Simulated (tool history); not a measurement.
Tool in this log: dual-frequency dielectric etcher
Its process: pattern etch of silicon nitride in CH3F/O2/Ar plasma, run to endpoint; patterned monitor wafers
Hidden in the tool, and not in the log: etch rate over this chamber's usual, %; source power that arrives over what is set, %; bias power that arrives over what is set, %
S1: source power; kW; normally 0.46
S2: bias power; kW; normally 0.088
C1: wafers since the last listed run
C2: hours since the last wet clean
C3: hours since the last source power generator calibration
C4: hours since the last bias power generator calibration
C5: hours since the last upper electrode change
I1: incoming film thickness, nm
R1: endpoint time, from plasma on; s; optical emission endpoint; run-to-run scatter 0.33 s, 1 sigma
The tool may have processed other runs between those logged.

run,hour,S1,S2,C1,C2,C3,C4,C5,I1,R1
1,0,0.46,0.088,0,420.9,2947.6,3045.7,3918.6,37.04,48.1
# hour 38.5: wet clean of the chamber
2,39,0.52,0.105,138,0.5,2986.6,3084.7,3957.6,36.87,42.9
3,76.3,0.52,0.105,345,37.8,3023.9,3122,3994.9,37.16,43.4
4,137.6,0.5,0.099,567,99.1,3085.2,3183.3,4056.2,36.6,44.5
5,165.7,0.46,0.093,260,127.2,3113.3,3211.4,4084.3,36.89,47.4
6,213.6,0.39,0.088,443,175.1,3161.2,3259.3,4132.2,37.18,50.4
7,384.5,0.39,0.088,1582,346,3332.1,3430.2,4303.1,36.86,49.6
8,437.4,0.46,0.088,489,398.9,3385,3483.1,4356,36.79,48.3
# hour 528: bias power generator calibrated
# hour 562.5: wet clean of the chamber
9,629,0.46,0.088,1515,66.5,3576.6,101,4547.6,36.91,47.9
# hour 666.3: upper electrode replaced
10,678.3,0.46,0.088,234,115.8,3625.9,150.3,12,37.55,48.4
11,744,0.46,0.067,608,181.5,3691.6,216,77.7,37.25,52.6
# hour 773.3: source power generator calibrated
12,796.8,0.35,0.076,452,234.3,23.5,268.8,130.5,37.08,55
13,855.3,0.4,0.109,541,292.8,82,327.3,189,37.1,47
14,922.9,0.49,0.088,626,360.4,149.6,394.9,256.6,37.35,47.2
15,980.4,0.46,0.088,532,417.9,207.1,452.4,314.1,36.84,47.7
16,1015.3,0.54,0.106,323,452.8,242,487.3,349,37.5,43.4
17,1056.7,0.39,0.101,383,494.2,283.4,528.7,390.4,37.13,48.7
# hour 1089.5: wet clean of the chamber
18,1107.1,0.52,0.068,244,17.6,333.8,579.1,440.8,36.99,49.9
19,1166.3,0.35,0.081,548,76.8,393,638.3,500,36.78,53
20,1218.4,0.46,0.096,482,128.9,445.1,690.4,552.1,36.98,45.9
21,1246.2,0.46,0.088,257,156.7,472.9,718.2,579.9,36.92,48.4

Here are 5 independent what-if runs from the current tool condition. What would each one return?
A,1246.6,0.46,0.088,3,157.1,473.3,718.6,580.3,36.9,?
B,1246.6,0.54,0.088,3,157.1,473.3,718.6,580.3,36.9,?
C,1246.6,0.46,0.078,3,157.1,473.3,718.6,580.3,36.9,?
D,1246.6,0.41,0.067,3,157.1,473.3,718.6,580.3,36.9,?
E,1246.6,0.46,0.097,3,157.1,473.3,718.6,580.3,36.9,?

run,R1
A,47.6
B,45.1
C,49.5
D,53.8
E,46.1
With no hidden state in the tool, these same runs would have given:
run,R1
A,47.6
B,45.1
C,49.5
D,53.8
E,46.1
